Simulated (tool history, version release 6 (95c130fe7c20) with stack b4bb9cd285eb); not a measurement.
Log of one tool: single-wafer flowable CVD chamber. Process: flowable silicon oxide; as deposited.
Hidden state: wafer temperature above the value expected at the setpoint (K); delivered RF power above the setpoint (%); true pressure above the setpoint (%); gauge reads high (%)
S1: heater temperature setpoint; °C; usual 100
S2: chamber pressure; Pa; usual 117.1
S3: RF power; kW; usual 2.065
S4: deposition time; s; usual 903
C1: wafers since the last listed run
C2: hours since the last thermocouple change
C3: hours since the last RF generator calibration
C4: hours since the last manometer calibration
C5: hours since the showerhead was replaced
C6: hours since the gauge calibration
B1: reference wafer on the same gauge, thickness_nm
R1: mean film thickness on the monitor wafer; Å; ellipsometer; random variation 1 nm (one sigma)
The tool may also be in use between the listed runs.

{"run": 1, "hour": 0.0, "S1": 100, "S2": 117.1, "S3": 2.065, "S4": 785, "C1": 0, "C2": 946.4, "C3": 2034.9, "C4": 2595.8, "C5": 3127.5, "C6": 121.5, "B1": 550.854, "R1": 5745.55}
{"run": 2, "hour": 9.7, "S1": 100, "S2": 117.1, "S3": 2.065, "S4": 785, "C1": 13, "C2": 956.1, "C3": 2044.6, "C4": 2605.5, "C5": 3137.2, "C6": 131.2, "B1": 550.821, "R1": 5738.57}
{"run": 3, "hour": 20.2, "S1": 100, "S2": 117.1, "S3": 2.065, "S4": 1030, "C1": 14, "C2": 966.6, "C3": 2055.1, "C4": 2616, "C5": 3147.7, "C6": 141.7, "B1": 550.895, "R1": 7515.53}
{"run": 4, "hour": 36.2, "S1": 100, "S2": 117.1, "S3": 2.065, "S4": 1030, "C1": 22, "C2": 982.6, "C3": 2071.1, "C4": 2632, "C5": 3163.7, "C6": 157.7, "B1": 551.156, "R1": 7523.53}
{"run": 5, "hour": 50.3, "S1": 100, "S2": 117.1, "S3": 2.065, "S4": 1030, "C1": 19, "C2": 996.7, "C3": 2085.2, "C4": 2646.1, "C5": 3177.8, "C6": 171.8, "B1": 551.143, "R1": 7523.33}
{"run": 6, "hour": 60.7, "S1": 100, "S2": 117.1, "S3": 2.065, "S4": 903, "C1": 14, "C2": 1007.1, "C3": 2095.6, "C4": 2656.5, "C5": 3188.2, "C6": 182.2, "B1": 551.261, "R1": 6582.23}
{"run": 7, "hour": 74.1, "S1": 100, "S2": 117.1, "S3": 2.065, "S4": 903, "C1": 18, "C2": 1020.5, "C3": 2109, "C4": 2669.9, "C5": 3201.6, "C6": 195.6, "B1": 551.041, "R1": 6600.77}
{"hour": 83.0, "done": "showerhead replaced"}
{"run": 8, "hour": 90.8, "S1": 100, "S2": 117.1, "S3": 2.065, "S4": 903, "C1": 12, "C2": 1037.2, "C3": 2125.7, "C4": 2686.6, "C5": 7.8, "C6": 212.3, "B1": 551.246, "R1": 6594.13}
{"hour": 90.9, "done": "gauge calibrated"}
{"hour": 99.7, "done": "RF generator calibrated"}
{"run": 9, "hour": 107.0, "S1": 88, "S2": 117.1, "S3": 2.065, "S4": 903, "C1": 11, "C2": 1053.4, "C3": 7.3, "C4": 2702.8, "C5": 24, "C6": 16.1, "B1": 550.876, "R1": 9796.35}
{"hour": 121.9, "done": "capacitance manometer re-zeroed and calibrated"}
{"run": 10, "hour": 122.4, "S1": 100, "S2": 117.1, "S3": 2.065, "S4": 903, "C1": 10, "C2": 1068.8, "C3": 22.7, "C4": 0.5, "C5": 39.4, "C6": 31.5, "B1": 550.545, "R1": 7178.25}
{"run": 11, "hour": 129.4, "S1": 100, "S2": 117.1, "S3": 2.065, "S4": 903, "C1": 9, "C2": 1075.8, "C3": 29.7, "C4": 7.5, "C5": 46.4, "C6": 38.5, "B1": 551.035, "R1": 7155.61}
{"run": 12, "hour": 141.2, "S1": 100, "S2": 117.1, "S3": 2.065, "S4": 903, "C1": 16, "C2": 1087.6, "C3": 41.5, "C4": 19.3, "C5": 58.2, "C6": 50.3, "B1": 551.042, "R1": 7159.86}
{"run": 13, "hour": 148.4, "S1": 94, "S2": 117.1, "S3": 1.885, "S4": 903, "C1": 9, "C2": 1094.8, "C3": 48.7, "C4": 26.5, "C5": 65.4, "C6": 57.5, "B1": 550.925, "R1": 8614.91}
{"hour": 162.6, "done": "thermocouple changed; heater temperature recalibrated"}
{"run": 14, "hour": 163.1, "S1": 112, "S2": 117.1, "S3": 2.065, "S4": 982, "C1": 9, "C2": 0.5, "C3": 63.4, "C4": 41.2, "C5": 80.1, "C6": 72.2, "B1": 550.994, "R1": 4786.74}
{"run": 15, "hour": 174.6, "S1": 100, "S2": 127.2, "S3": 2.4, "S4": 824, "C1": 15, "C2": 12, "C3": 74.9, "C4": 52.7, "C5": 91.6, "C6": 83.7, "B1": 551.008, "R1": 6709.01}
{"run": 16, "hour": 183.7, "S1": 107, "S2": 91.5, "S3": 2.31, "S4": 1009, "C1": 12, "C2": 21.1, "C3": 84, "C4": 61.8, "C5": 100.7, "C6": 92.8, "B1": 550.954, "R1": 4795.27}
{"run": 17, "hour": 196.8, "S1": 90, "S2": 145.1, "S3": 2.345, "S4": 903, "C1": 18, "C2": 34.2, "C3": 97.1, "C4": 74.9, "C5": 113.8, "C6": 105.9, "B1": 550.983, "R1": 11623.66}
{"run": 18, "hour": 204.0, "S1": 100, "S2": 117.1, "S3": 2.065, "S4": 903, "C1": 9, "C2": 41.4, "C3": 104.3, "C4": 82.1, "C5": 121, "C6": 113.1, "B1": 550.822, "R1": 6690.47}
{"run": 19, "hour": 211.1, "S1": 100, "S2": 117.1, "S3": 1.955, "S4": 903, "C1": 9, "C2": 48.5, "C3": 111.4, "C4": 89.2, "C5": 128.1, "C6": 120.2, "B1": 550.983, "R1": 6608.92}
{"run": 20, "hour": 228.8, "S1": 109, "S2": 132, "S3": 1.855, "S4": 966, "C1": 24, "C2": 66.2, "C3": 129.1, "C4": 106.9, "C5": 145.8, "C6": 137.9, "B1": 550.936, "R1": 5657.87}
{"run": 21, "hour": 245.2, "S1": 100, "S2": 117.1, "S3": 2.065, "S4": 903, "C1": 22, "C2": 82.6, "C3": 145.5, "C4": 123.3, "C5": 162.2, "C6": 154.3, "B1": 551.172, "R1": 6735.51}
{"run": 22, "hour": 259.8, "S1": 105, "S2": 117.1, "S3": 2.065, "S4": 903, "C1": 20, "C2": 97.2, "C3": 160.1, "C4": 137.9, "C5": 176.8, "C6": 168.9, "B1": 550.645, "R1": 5682.21}
{"run": 23, "hour": 266.2, "S1": 89, "S2": 143.2, "S3": 2.065, "S4": 903, "C1": 8, "C2": 103.6, "C3": 166.5, "C4": 144.3, "C5": 183.2, "C6": 175.3, "B1": 550.901, "R1": 11703.12}

5 ways to go on from here, each from the tool as it stands after run 23. What would each give?
{"run": "A", "hour": 266.9, "S1": 100, "S2": 117.1, "S3": 2.065, "S4": 903, "C1": 0, "C2": 104.3, "C3": 167.2, "C4": 145, "C5": 183.9, "C6": 176, "B1": "?", "R1": "?"}
{"run": "B", "hour": 266.9, "S1": 87, "S2": 142.1, "S3": 1.775, "S4": 1052, "C1": 0, "C2": 104.3, "C3": 167.2, "C4": 145, "C5": 183.9, "C6": 176, "B1": "?", "R1": "?"}
{"run": "C", "hour": 266.9, "S1": 100, "S2": 103.9, "S3": 2.065, "S4": 903, "C1": 0, "C2": 104.3, "C3": 167.2, "C4": 145, "C5": 183.9, "C6": 176, "B1": "?", "R1": "?"}
{"run": "D", "hour": 266.9, "S1": 100, "S2": 88, "S3": 1.85, "S4": 903, "C1": 0, "C2": 104.3, "C3": 167.2, "C4": 145, "C5": 183.9, "C6": 176, "B1": "?", "R1": "?"}
{"run": "E", "hour": 266.9, "S1": 95, "S2": 144.1, "S3": 2.225, "S4": 760, "C1": 0, "C2": 104.3, "C3": 167.2, "C4": 145, "C5": 183.9, "C6": 176, "B1": "?", "R1": "?"}

run=A B1=550.835 R1=6740.12
run=B B1=550.835 R1=13723.4
run=C B1=550.835 R1=6066.77
run=D B1=550.835 R1=5101.34
run=E B1=550.835 R1=8215.19
Without the tool's hidden state the same runs would have given:
run=A R1=6525.18
run=B R1=13319.56
run=C R1=5873.31
run=D R1=4938.09
run=E R1=7946.95

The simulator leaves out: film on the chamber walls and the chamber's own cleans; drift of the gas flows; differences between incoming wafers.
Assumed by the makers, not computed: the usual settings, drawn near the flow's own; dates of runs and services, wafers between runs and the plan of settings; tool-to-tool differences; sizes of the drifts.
